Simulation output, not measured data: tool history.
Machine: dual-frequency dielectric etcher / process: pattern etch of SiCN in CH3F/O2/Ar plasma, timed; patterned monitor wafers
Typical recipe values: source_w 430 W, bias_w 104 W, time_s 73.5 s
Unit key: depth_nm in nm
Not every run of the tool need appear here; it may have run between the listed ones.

run,hour,source_w,bias_w,time_s,"read-back reference wafer on the same gauge, depth_nm",depth_nm
1,0.0,430,104,73.5,39.20,33.22
2,29.4,430,104,73.5,39.22,33.23
3,52.6,430,104,73.5,39.20,33.27
4,68.4,430,104,73.5,39.20,33.35
5,84.1,430,104,73.5,39.19,33.21
6,117.1,370,104,73.5,39.21,32.29
7,142.6,430,104,73.5,39.20,33.36
8,178.3,430,104,73.5,39.19,33.36
9,192.3,430,112,73.5,39.22,34.42
10,219.4,430,104,73.5,39.20,33.47
11,248.4,430,104,73.5,39.20,33.47
12,262.4,430,104,73.5,39.21,33.56
# hour 286.2: bias power generator calibrated
# hour 300.3: wet clean of the chamber
# hour 316.3: upper electrode replaced
13,316.8,430,85,63.5,39.20,25.98
14,317.1,430,119,62.0,39.19,28.91
15,330.8,400,116,73.5,39.21,33.47
16,350.4,430,104,73.5,39.20,32.63
17,374.0,340,104,88.0,39.20,36.99
# hour 385.4: gauge calibrated
# hour 396.2: source power generator calibrated
18,397.3,480,97,67.5,39.22,29.90
19,416.8,510,112,56.0,39.21,26.61
20,446.0,530,89,81.5,39.20,35.80
21,476.1,480,104,83.5,39.23,38.16
22,496.4,510,118,91.5,39.20,44.63
23,522.5,430,104,73.5,39.19,32.68
24,544.6,430,92,84.5,39.19,35.79

Run by run, hidden condition taken away, random variation retained:
Hidden state at play: etch rate over this chamber's usual, %; source power that arrives over what is set, %; bias power that arrives over what is set, %; gauge reads high (%).
run,depth_nm
1,32.63
2,32.61
3,32.62
4,32.69
5,32.54
6,31.61
7,32.64
8,32.61
9,33.62
10,32.68
11,32.65
12,32.73
13,26.08
14,29.02
15,33.59
16,32.72
17,37.08
18,29.95
19,26.64
20,35.81
21,38.15
22,44.59
23,32.62
24,35.71

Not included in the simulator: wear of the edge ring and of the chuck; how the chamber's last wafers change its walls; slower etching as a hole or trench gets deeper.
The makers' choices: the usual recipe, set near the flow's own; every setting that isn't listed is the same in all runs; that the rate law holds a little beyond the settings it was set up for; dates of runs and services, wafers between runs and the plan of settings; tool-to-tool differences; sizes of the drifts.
